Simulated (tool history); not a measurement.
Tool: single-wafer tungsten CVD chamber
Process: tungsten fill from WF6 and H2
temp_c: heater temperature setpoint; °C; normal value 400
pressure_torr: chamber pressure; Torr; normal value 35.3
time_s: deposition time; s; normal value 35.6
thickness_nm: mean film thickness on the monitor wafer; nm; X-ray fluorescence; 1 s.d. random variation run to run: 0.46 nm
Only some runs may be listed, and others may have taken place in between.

run     day  temp_c  pressure_torr  time_s  read-back reference wafer on the same gauge, thickness_nm  thickness_nm
  1       0     400           35.3    35.6                                                    129.998       101.877
  2   0.512     400           35.3    35.6                                                     129.92       102.246
  3   1.167     400           35.3    35.6                                                    130.062        101.71
  4   1.917     400           35.3    35.6                                                    130.028       102.148
  5   2.171     400           35.3    35.6                                                    130.132        101.68
  6   3.496     400           35.3    35.6                                                    129.835       101.587
      4.288  -- showerhead replaced
  7   4.308     400           35.3    35.6                                                    129.997       101.805
  8   4.796     400           35.3      40                                                    129.991       114.612
  9   5.125     400           35.3    35.6                                                    129.846        102.43
 10   5.521     400           35.3    35.6                                                    130.002         102.2
 11   5.983     400           35.3    35.6                                                    130.042       102.107
 12   6.325     400           35.3    39.2                                                    129.994       112.372
 13   6.592     395             43    29.4                                                    130.067        86.421
 14   7.046     395           29.5    42.3                                                    130.015       101.205
 15   7.642     386           38.4    35.6                                                    129.963        84.064
 16   9.008     392           30.2    33.3                                                    130.024        76.563
 17   9.429     400           35.3    30.8                                                    130.028        88.376
 18   9.712     391           29.9    35.6                                                    129.891        80.241
      9.729  -- gauge calibrated
 19  10.179     400           35.3    35.6                                                     129.98       102.065
 20  10.575     395             43    29.4                                                    130.084        85.671
     11.129  -- thermocouple changed; heater temperature recalibrated
 21   11.15     400             42    35.6                                                    129.957       124.228
 22  11.762     400           27.2    33.3                                                    129.944        91.005
 23    12.3     400           35.3    35.6                                                    129.993       112.701
     13.067  -- capacitance manometer re-zeroed and calibrated
 24  13.088     400           35.3    35.6                                                    130.005       112.671
 25  13.404     400           35.3    35.6                                                    130.008       112.909
 26  13.692     400           35.3    32.2                                                    130.068       101.758
 27  13.988     387           27.9    41.1                                                    130.027        91.965
 28  14.329     400           35.3    35.6                                                    129.913       112.421
 29  14.842     410           35.3    35.6                                                    130.015       131.894
 30  15.271     400           35.3    35.6                                                    129.909        112.27
 31  15.996     400           35.3    35.6                                                    129.995       111.703
 32  16.583     400           35.3    32.1                                                    130.063       100.796
 33  17.367     413           40.1    40.1                                                    129.919       164.602

Each row is a separate what-if for the run after 33, all from the same tool condition, not one after another. Results?
  A  17.383     400           35.3    35.6                                                          ?             ?
  B  17.383     408           28.4      32                                                          ?             ?
  C  17.383     389           28.9    35.6                                                          ?             ?
  D  17.383     394           32.2    32.8                                                          ?             ?
  E  17.383     389           35.3    29.3                                                          ?             ?

run  read-back reference wafer on the same gauge, thickness_nm  thickness_nm
  A                                                    130.072       111.118
  B                                                    130.072       100.445
  C                                                    130.072        82.967
  D                                                    130.072        88.221
  E                                                    130.072        76.127
The same runs, with their run-to-run variation unchanged, on a tool lacking any hidden condition would have given:
run  thickness_nm
  A         112.8
  B        101.88
  C        84.278
  D        89.577
  E         77.33
